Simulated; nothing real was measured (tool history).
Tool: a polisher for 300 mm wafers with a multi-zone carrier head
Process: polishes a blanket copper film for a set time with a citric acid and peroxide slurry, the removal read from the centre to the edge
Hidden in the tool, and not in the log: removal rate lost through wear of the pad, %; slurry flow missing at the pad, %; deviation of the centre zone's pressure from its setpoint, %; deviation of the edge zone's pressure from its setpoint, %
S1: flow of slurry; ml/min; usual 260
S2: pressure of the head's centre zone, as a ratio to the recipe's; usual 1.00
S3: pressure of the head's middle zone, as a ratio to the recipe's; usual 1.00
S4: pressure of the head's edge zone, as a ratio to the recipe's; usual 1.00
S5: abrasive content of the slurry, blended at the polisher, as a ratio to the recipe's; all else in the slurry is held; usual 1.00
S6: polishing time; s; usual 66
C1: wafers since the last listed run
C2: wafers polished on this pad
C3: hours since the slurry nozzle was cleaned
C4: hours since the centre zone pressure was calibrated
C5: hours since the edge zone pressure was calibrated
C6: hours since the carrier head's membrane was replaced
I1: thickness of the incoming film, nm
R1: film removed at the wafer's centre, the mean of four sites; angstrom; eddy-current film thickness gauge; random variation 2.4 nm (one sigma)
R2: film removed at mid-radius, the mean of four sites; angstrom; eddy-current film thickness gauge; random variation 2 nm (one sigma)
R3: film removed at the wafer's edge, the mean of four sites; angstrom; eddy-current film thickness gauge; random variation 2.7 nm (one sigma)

| run | hour | S1 | S2 | S3 | S4 | S5 | S6 | C1 | C2 | C3 | C4 | C5 | C6 | I1 | R1 | R2 | R3 |
|---|---|---|---|---|---|---|---|---|---|---|---|---|---|---|---|---|---|
| 1 | 0.0 | 260 | 1.00 | 1.00 | 1.00 | 1.00 | 79 | 0 | 1311 | 171.2 | 316.4 | 361.2 | 1391.3 | 1226.7 | 2383 | 2365 | 2292 |
|  | 28.4 | centre zone pressure recalibrated |
| 2 | 62.0 | 260 | 1.00 | 1.00 | 1.00 | 1.00 | 79 | 710 | 2021 | 233.2 | 33.6 | 423.2 | 1453.3 | 1253.3 | 2419 | 2399 | 2421 |
| 3 | 107.8 | 260 | 1.00 | 1.00 | 1.00 | 1.00 | 79 | 542 | 2563 | 279.0 | 79.4 | 469.0 | 1499.1 | 1235.7 | 2450 | 2313 | 2376 |
|  | 139.1 | worn pad replaced by a new one |
| 4 | 156.3 | 260 | 1.00 | 1.00 | 1.00 | 1.00 | 66 | 526 | 203 | 327.5 | 127.9 | 517.5 | 1547.6 | 1225.1 | 2028 | 1960 | 1937 |
| 5 | 209.9 | 260 | 1.00 | 1.00 | 1.00 | 1.00 | 66 | 634 | 838 | 381.1 | 181.5 | 571.1 | 1601.2 | 1211.4 | 2025 | 1933 | 1967 |
| 6 | 271.2 | 260 | 1.00 | 0.97 | 1.00 | 1.00 | 66 | 725 | 1564 | 442.4 | 242.8 | 632.4 | 1662.5 | 1220.5 | 1964 | 1933 | 1955 |
| 7 | 304.7 | 260 | 1.00 | 0.97 | 1.00 | 1.00 | 66 | 396 | 1960 | 475.9 | 276.3 | 665.9 | 1696.0 | 1242.2 | 1985 | 1945 | 1943 |
| 8 | 371.0 | 260 | 1.00 | 1.00 | 1.00 | 1.00 | 66 | 784 | 2745 | 542.2 | 342.6 | 732.2 | 1762.3 | 1246.3 | 1916 | 1953 | 1957 |
|  | 411.2 | worn pad replaced by a new one |
|  | 416.0 | centre zone pressure recalibrated |
| 9 | 434.6 | 260 | 1.00 | 1.00 | 1.00 | 1.00 | 66 | 681 | 252 | 605.8 | 18.6 | 795.8 | 1825.9 | 1225.4 | 1793 | 1962 | 1920 |
| 10 | 480.0 | 260 | 1.00 | 1.00 | 1.00 | 1.00 | 66 | 537 | 790 | 651.2 | 64.0 | 841.2 | 1871.3 | 1232.8 | 1780 | 1972 | 1981 |
| 11 | 532.6 | 260 | 1.00 | 1.00 | 1.00 | 1.00 | 66 | 622 | 1413 | 703.8 | 116.6 | 893.8 | 1923.9 | 1230.7 | 1795 | 1983 | 1942 |
|  | 593.0 | carrier head's membrane replaced by a new one |
| 12 | 594.2 | 260 | 1.00 | 1.00 | 1.00 | 1.00 | 66 | 670 | 2083 | 765.4 | 178.2 | 955.4 | 1.2 | 1234.1 | 1798 | 1982 | 1998 |
| 13 | 654.3 | 260 | 1.00 | 1.00 | 1.00 | 1.00 | 66 | 711 | 2794 | 825.5 | 238.3 | 1015.5 | 61.3 | 1222.9 | 1744 | 1972 | 1943 |
|  | 666.7 | centre zone pressure recalibrated, repeated, since the last time left the tool worse |
|  | 668.8 | slurry nozzle cleaned |
|  | 685.3 | worn pad replaced by a new one |
| 14 | 721.8 | 260 | 1.00 | 1.00 | 1.00 | 0.90 | 89 | 716 | 431 | 53.0 | 55.1 | 1083.0 | 128.8 | 1226.6 | 2661 | 2525 | 2585 |
| 15 | 749.1 | 260 | 1.10 | 1.00 | 1.00 | 1.10 | 66 | 323 | 754 | 80.3 | 82.4 | 1110.3 | 156.1 | 1238.8 | 2316 | 2007 | 1986 |
| 16 | 780.9 | 210 | 1.00 | 1.00 | 0.93 | 0.85 | 57 | 376 | 1131 | 112.1 | 114.2 | 1142.1 | 187.9 | 1217.4 | 1637 | 1591 | 1560 |
|  | 911.0 | edge zone pressure recalibrated |
|  | 918.3 | worn pad replaced by a new one |
|  | 966.5 | centre zone pressure recalibrated |
| 17 | 976.4 | 175 | 1.00 | 0.93 | 1.00 | 1.15 | 66 | 2219 | 664 | 307.6 | 9.9 | 65.4 | 383.4 | 1215.9 | 1998 | 1783 | 1944 |
| 18 | 1040.0 | 190 | 1.00 | 1.00 | 1.00 | 1.00 | 66 | 753 | 1417 | 371.2 | 73.5 | 129.0 | 447.0 | 1237.5 | 1985 | 1838 | 1844 |
| 19 | 1067.0 | 260 | 1.00 | 0.91 | 1.00 | 1.10 | 66 | 319 | 1737 | 398.2 | 100.5 | 156.0 | 474.0 | 1237.1 | 2098 | 1831 | 2007 |
| 20 | 1108.7 | 260 | 1.00 | 1.00 | 1.00 | 1.25 | 66 | 493 | 2231 | 439.9 | 142.2 | 197.7 | 515.7 | 1222.9 | 2148 | 2027 | 2089 |
| 21 | 1163.1 | 260 | 0.91 | 1.00 | 0.92 | 1.00 | 66 | 644 | 2875 | 494.3 | 196.6 | 252.1 | 570.1 | 1245.2 | 1864 | 1941 | 1969 |
|  | 1189.3 | worn pad replaced by a new one |
| 22 | 1199.1 | 260 | 1.00 | 1.07 | 0.92 | 1.00 | 82 | 378 | 115 | 530.3 | 232.6 | 288.1 | 606.1 | 1209.4 | 2518 | 2550 | 2340 |

3 ways to go on from here, each from the tool as it stands after run 22. What would each give?
| A | 1199.5 | 260 | 1.00 | 1.00 | 1.00 | 1.00 | 66 | 4 | 120 | 530.7 | 233.0 | 288.5 | 606.5 | 1217.2 | ? | ? | ? |
| B | 1199.5 | 260 | 1.00 | 1.00 | 1.00 | 1.00 | 82 | 4 | 120 | 530.7 | 233.0 | 288.5 | 606.5 | 1217.2 | ? | ? | ? |
| C | 1199.5 | 260 | 0.89 | 1.00 | 0.91 | 1.25 | 82 | 4 | 120 | 530.7 | 233.0 | 288.5 | 606.5 | 1217.2 | ? | ? | ? |

| run | R1 | R2 | R3 |
|---|---|---|---|
| A | 1995 | 1998 | 2027 |
| B | 2479 | 2483 | 2518 |
| C | 2314 | 2609 | 2567 |
Without the tool's hidden state the same runs would have given:
| run | R1 | R2 | R3 |
|---|---|---|---|
| A | 2036 | 1998 | 2027 |
| B | 2529 | 2483 | 2518 |
| C | 2362 | 2609 | 2567 |
